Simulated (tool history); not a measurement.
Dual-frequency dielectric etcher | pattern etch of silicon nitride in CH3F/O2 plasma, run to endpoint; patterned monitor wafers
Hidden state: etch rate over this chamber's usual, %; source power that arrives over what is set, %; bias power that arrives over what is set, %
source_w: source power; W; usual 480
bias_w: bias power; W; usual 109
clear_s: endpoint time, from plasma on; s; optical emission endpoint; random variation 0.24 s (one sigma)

run,hour,source_w,bias_w,wafers since the last listed run,hours since the last wet clean,hours since the last source power generator calibration,hours since the last bias power generator calibration,hours since the last upper electrode change,"incoming incoming film thickness, nm",clear_s
1,0.0,480,129,0,179.8,2875.8,2189.1,1173.2,74.6,71.0
2,48.4,480,129,211,228.2,2924.2,2237.5,1221.6,76.1,72.8
3,80.8,480,129,141,260.6,2956.6,2269.9,1254.0,75.3,72.4
4,121.7,520,117,178,301.5,2997.5,2310.8,1294.9,74.9,70.9
5,146.8,520,117,109,326.6,3022.6,2335.9,1320.0,74.9,70.9
6,187.5,480,109,177,367.3,3063.3,2376.6,1360.7,75.7,75.7
7,224.3,480,109,160,404.1,3100.1,2413.4,1397.5,75.0,75.4
8,257.7,480,109,145,437.5,3133.5,2446.8,1430.9,76.1,76.7
9,287.5,480,109,129,467.3,3163.3,2476.6,1460.7,75.5,75.8
10,330.4,480,109,187,510.2,3206.2,2519.5,1503.6,75.3,76.3
11,366.7,480,116,158,546.5,3242.5,2555.8,1539.9,75.6,75.7
12,405.2,480,109,167,585.0,3281.0,2594.3,1578.4,76.4,77.5
# hour 453.8: wet clean of the chamber
13,454.3,510,109,109,0.5,3330.1,2643.4,1627.5,75.4,72.2
14,486.0,510,109,138,32.2,3361.8,2675.1,1659.2,75.6,72.1
15,531.9,480,94,200,78.1,3407.7,2721.0,1705.1,75.7,77.0
16,569.5,540,117,163,115.7,3445.3,2758.6,1742.7,74.9,68.9
17,608.3,370,100,169,154.5,3484.1,2797.4,1781.5,74.9,85.4
# hour 627.5: source power generator calibrated
18,637.2,480,109,108,183.4,9.7,2826.3,1810.4,74.9,74.1
19,661.9,520,99,107,208.1,34.4,2851.0,1835.1,76.0,74.4
20,718.1,390,109,245,264.3,90.6,2907.2,1891.3,75.5,83.0
21,761.2,480,109,187,307.4,133.7,2950.3,1934.4,75.8,76.0
# hour 790.7: bias power generator calibrated
22,826.9,400,136,269,373.1,199.4,36.2,2000.1,75.4,78.1
23,868.1,480,109,179,414.3,240.6,77.4,2041.3,75.1,75.6
24,936.3,530,100,297,482.5,308.8,145.6,2109.5,75.5,73.9
# hour 990.0: wet clean of the chamber
# hour 1074.0: upper electrode replaced
25,1074.5,570,97,393,84.5,447.0,283.8,0.5,75.9,71.2
26,1140.0,480,88,285,150.0,512.5,349.3,66.0,75.4,78.7
27,1166.0,370,109,113,176.0,538.5,375.3,92.0,75.7,84.8
28,1222.2,400,109,245,232.2,594.7,431.5,148.2,75.4,81.9
29,1257.2,480,109,152,267.2,629.7,466.5,183.2,75.5,74.8
30,1281.3,570,97,105,291.3,653.8,490.6,207.3,75.7,72.0
31,1305.8,480,123,106,315.8,678.3,515.1,231.8,75.1,73.0
32,1357.3,440,130,224,367.3,729.8,566.6,283.3,74.9,75.6
33,1424.5,430,88,293,434.5,797.0,633.8,350.5,75.8,84.5
34,1457.0,590,109,141,467.0,829.5,666.3,383.0,75.5,69.3
35,1518.4,480,109,267,528.4,890.9,727.7,444.4,74.8,75.9

Forecast each of these 4 alternatives for the next run:
A,1518.9,550,109,2,528.9,891.4,728.2,444.9,75.5,?
B,1518.9,360,90,2,528.9,891.4,728.2,444.9,75.5,?
C,1518.9,480,128,2,528.9,891.4,728.2,444.9,75.5,?
D,1518.9,520,127,2,528.9,891.4,728.2,444.9,75.5,?

run,clear_s
A,72.2
B,92.1
C,73.9
D,71.4
Without the tool's hidden state the same runs would have given:
run,clear_s
A,70.0
B,89.4
C,71.7
D,69.3
